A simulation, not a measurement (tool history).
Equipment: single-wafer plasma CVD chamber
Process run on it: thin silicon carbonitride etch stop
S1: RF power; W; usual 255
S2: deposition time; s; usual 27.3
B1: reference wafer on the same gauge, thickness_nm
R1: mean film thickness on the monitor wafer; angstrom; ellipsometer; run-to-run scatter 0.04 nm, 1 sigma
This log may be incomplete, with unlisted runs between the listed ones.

run     day   S1    S2      B1      R1
  1   0.000  255  27.3  16.200  171.59
  2   0.542  255  27.3  16.207  170.93
  3   1.258  255  27.3  16.196  170.73
  4   2.079  255  27.3  16.210  171.44
  5   3.183  255  27.3  16.203  171.13
  6   4.575  255  27.3  16.197  170.91
  7   5.133  255  27.3  16.201  171.74
  8   5.967  255  27.3  16.193  171.32
  9   7.171  255  27.3  16.191  170.73
 10   8.583  255  24.7  16.200  154.52
 11   9.150  255  27.3  16.199  171.11
 12  10.179  255  31.0  16.203  194.56
 13  11.604  255  31.0  16.192  194.76
 14  12.350  290  25.5  16.190  163.44
 15  13.750  285  24.9  16.187  158.39
 16  15.138  255  27.3  16.182  170.81
 17  15.908  285  27.3  16.209  174.36
     16.542  -- thermocouple changed; heater temperature recalibrated
     17.192  -- showerhead replaced
 18  17.212  285  25.4  16.190  161.56
 19  17.612  255  27.3  16.202  171.04
 20  18.517  225  24.3  16.194  148.98
     19.300  -- RF generator calibrated
 21  19.321  255  27.3  16.199  172.63
 22  19.921  240  32.2  16.193  201.43
     20.604  -- gauge calibrated
 23  21.325  235  23.1  16.196  144.20
 24  22.646  300  27.3  16.195  176.70
 25  23.900  220  32.3  16.196  199.93
 26  24.775  300  25.5  16.202  164.76
 27  25.508  230  30.6  16.188  190.10
 28  26.946  255  27.3  16.201  172.31
 29  28.088  295  24.4  16.210  157.57
 30  28.921  255  27.3  16.216  172.17
 31  30.142  255  27.3  16.198  172.12
 32  30.933  235  29.7  16.203  184.05
 33  31.817  210  27.3  16.220  166.86
 34  32.417  205  25.3  16.219  154.16
 35  33.558  255  27.3  16.211  171.59

4 ways to go on from here, each from the tool as it stands after run 35. What would each give?
  A  33.575  220  27.3   ?   ?
  B  33.575  220  22.4   ?   ?
  C  33.575  230  27.3   ?   ?
  D  33.575  285  25.5   ?   ?

run      B1      R1
  A  16.208  168.24
  B  16.208  138.04
  C  16.208  169.29
  D  16.208  163.31
Stripped of hidden state, with their random variation kept, the same runs would have yielded:
run      R1
  A  169.10
  B  138.75
  C  170.16
  D  164.14
